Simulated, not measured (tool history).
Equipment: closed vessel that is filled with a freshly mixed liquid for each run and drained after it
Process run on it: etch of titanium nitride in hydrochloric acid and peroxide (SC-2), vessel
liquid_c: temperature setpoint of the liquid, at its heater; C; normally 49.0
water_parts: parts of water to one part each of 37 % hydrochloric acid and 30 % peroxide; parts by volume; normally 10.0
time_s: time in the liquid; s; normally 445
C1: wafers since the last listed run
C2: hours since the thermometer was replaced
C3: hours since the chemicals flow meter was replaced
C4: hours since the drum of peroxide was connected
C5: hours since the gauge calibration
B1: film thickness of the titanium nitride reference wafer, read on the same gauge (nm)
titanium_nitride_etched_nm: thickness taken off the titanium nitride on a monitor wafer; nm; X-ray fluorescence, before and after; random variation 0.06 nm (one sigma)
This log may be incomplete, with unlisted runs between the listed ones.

run 1 day=0.000 | liquid_c=42.0 water_parts=10.0 time_s=445 | C1=0 C2=773.8 C3=436.4 C4=80.2 C5=475.4 | B1=59.97 | titanium_nitride_etched_nm=7.16
run 2 day=2.592 | liquid_c=49.0 water_parts=10.0 time_s=445 | C1=4031 C2=836.0 C3=498.6 C4=142.4 C5=537.6 | B1=60.00 | titanium_nitride_etched_nm=11.36
run 3 day=4.208 | liquid_c=49.0 water_parts=10.0 time_s=445 | C1=2514 C2=874.8 C3=537.4 C4=181.2 C5=576.4 | B1=60.01 | titanium_nitride_etched_nm=11.32
-- day=5.312 thermometer replaced
run 4 day=7.200 | liquid_c=49.0 water_parts=9.0 time_s=445 | C1=4588 C2=45.3 C3=609.2 C4=253.0 C5=648.2 | B1=59.99 | titanium_nitride_etched_nm=12.33
-- day=17.925 new drum of peroxide connected
run 5 day=20.525 | liquid_c=51.5 water_parts=10.0 time_s=445 | C1=20662 C2=365.1 C3=929.0 C4=62.4 C5=968.0 | B1=60.01 | titanium_nitride_etched_nm=13.59
run 6 day=23.071 | liquid_c=49.0 water_parts=10.0 time_s=445 | C1=3960 C2=426.2 C3=990.1 C4=123.5 C5=1029.1 | B1=60.00 | titanium_nitride_etched_nm=11.59
run 7 day=25.083 | liquid_c=49.0 water_parts=10.0 time_s=445 | C1=3130 C2=474.5 C3=1038.4 C4=171.8 C5=1077.4 | B1=59.98 | titanium_nitride_etched_nm=11.47
run 8 day=27.700 | liquid_c=49.0 water_parts=10.0 time_s=445 | C1=4070 C2=537.3 C3=1101.2 C4=234.6 C5=1140.2 | B1=59.99 | titanium_nitride_etched_nm=11.43
run 9 day=31.688 | liquid_c=49.0 water_parts=10.0 time_s=505 | C1=6202 C2=633.0 C3=1196.9 C4=330.3 C5=1235.9 | B1=60.03 | titanium_nitride_etched_nm=12.69
run 10 day=33.271 | liquid_c=49.0 water_parts=10.0 time_s=445 | C1=2462 C2=671.0 C3=1234.9 C4=368.3 C5=1273.9 | B1=59.99 | titanium_nitride_etched_nm=11.27
-- day=34.954 chemicals flow meter replaced
run 11 day=35.208 | liquid_c=49.0 water_parts=7.0 time_s=195 | C1=2948 C2=717.5 C3=6.1 C4=414.8 C5=1320.4 | B1=60.02 | titanium_nitride_etched_nm=6.51
-- day=38.321 thermometer replaced
run 12 day=39.238 | liquid_c=49.0 water_parts=10.0 time_s=445 | C1=6202 C2=22.0 C3=102.8 C4=511.5 C5=1417.1 | B1=60.00 | titanium_nitride_etched_nm=10.95
run 13 day=40.883 | liquid_c=55.5 water_parts=8.5 time_s=240 | C1=2560 C2=61.5 C3=142.3 C4=551.0 C5=1456.6 | B1=60.04 | titanium_nitride_etched_nm=10.40
-- day=41.979 new drum of peroxide connected
run 14 day=44.492 | liquid_c=46.5 water_parts=10.0 time_s=445 | C1=5547 C2=148.1 C3=228.9 C4=60.3 C5=1543.2 | B1=60.03 | titanium_nitride_etched_nm=9.79
run 15 day=48.838 | liquid_c=55.5 water_parts=10.0 time_s=445 | C1=6759 C2=252.4 C3=333.2 C4=164.6 C5=1647.5 | B1=59.96 | titanium_nitride_etched_nm=17.58
-- day=49.258 gauge calibrated
run 16 day=51.596 | liquid_c=49.0 water_parts=10.0 time_s=445 | C1=4290 C2=318.6 C3=399.4 C4=230.8 C5=56.1 | B1=60.01 | titanium_nitride_etched_nm=11.34
run 17 day=53.204 | liquid_c=54.5 water_parts=10.0 time_s=445 | C1=2501 C2=357.2 C3=438.0 C4=269.4 C5=94.7 | B1=59.99 | titanium_nitride_etched_nm=16.24

Forecast run 18:
run 18 day=55.838 | liquid_c=49.0 water_parts=10.0 time_s=445 | C1=4096 C2=420.4 C3=501.2 C4=332.6 C5=157.9 | B1=? | titanium_nitride_etched_nm=?

B1: 60.00
titanium_nitride_etched_nm: 11.19 nm
With the hidden condition absent and the run-to-run variation left alone, this run would have shown titanium_nitride_etched_nm 11.63 nm.

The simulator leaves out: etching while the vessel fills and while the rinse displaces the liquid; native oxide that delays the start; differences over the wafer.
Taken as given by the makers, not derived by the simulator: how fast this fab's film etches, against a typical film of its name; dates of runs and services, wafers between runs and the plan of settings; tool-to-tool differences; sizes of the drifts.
